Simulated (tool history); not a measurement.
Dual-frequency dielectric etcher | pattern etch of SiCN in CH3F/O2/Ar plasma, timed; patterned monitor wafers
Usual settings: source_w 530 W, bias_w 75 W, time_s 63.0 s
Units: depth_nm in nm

run     day  source_w  bias_w  time_s  read-back reference wafer on the same gauge, depth_nm  depth_nm
  1   0.000       530      75    63.0                                                  29.68     29.31
  2   1.517       530      75    63.0                                                  29.72     29.22
      3.275  -- source power generator calibrated
  3   3.312       530      75    70.0                                                  29.72     32.47
  4   6.742       530      75    63.0                                                  29.69     29.26
  5   9.629       530      75    48.0                                                  29.74     22.27
     11.088  -- wet clean of the chamber
     12.521  -- bias power generator calibrated
  6  13.738       530      75    63.0                                                  29.70     28.91
  7  17.900       530      75    63.0                                                  29.70     28.91
  8  22.233       530      75    63.0                                                  29.70     28.99
  9  25.667       530      66    50.0                                                  29.72     22.11
 10  27.179       530      75    63.0                                                  29.73     29.01
     29.200  -- upper electrode replaced, of another model than before
 11  30.212       530      75    63.0                                                  29.69     28.89
 12  33.508       530      75    63.0                                                  29.70     28.83
     37.071  -- gauge calibrated
 13  37.421       470      82    63.0                                                  29.69     27.59
 14  40.204       530      84    63.0                                                  29.66     30.39
     42.246  -- wet clean of the chamber
 15  42.317       640      75    57.0                                                  29.69     29.33
 16  46.375       530      92    48.0                                                  29.70     24.20
 17  49.021       530      75    70.0                                                  29.70     32.12
 18  53.492       530      60    75.0                                                  29.68     31.25
 19  60.071       420      89    77.0                                                  29.69     32.42
 20  63.838       650      64    81.0                                                  29.70     39.40
 21  67.912       620      57    54.5                                                  29.73     24.61
 22  69.904       530      75    63.0                                                  29.68     28.99
     72.500  -- wet clean of the chamber
 23  72.767       480      75    63.0                                                  29.68     26.98
 24  76.950       530      75    63.0                                                  29.69     29.05
 25  79.083       470      75    63.0                                                  29.71     26.78
 26  83.292       410      75    63.0                                                  29.69     24.04
 27  86.354       640      57    55.5                                                  29.72     25.59
 28  88.896       460      82    68.5                                                  29.71     29.75
 29  91.300       530      75    71.0                                                  29.73     32.66
 30  94.371       530      75    63.0                                                  29.72     29.02

3 ways to go on from here, each from the tool as it stands after run 30. What would each give?
  A  94.388       640      75    63.0                                                      ?         ?
  B  94.388       530      60    56.5                                                      ?         ?
  C  94.388       530      61    50.0                                                      ?         ?

run  read-back reference wafer on the same gauge, depth_nm  depth_nm
  A                                                  29.68     32.65
  B                                                  29.68     23.66
  C                                                  29.68     21.09
Without the tool's hidden state the same runs would have given:
run  depth_nm
  A     32.59
  B     23.62
  C     21.05
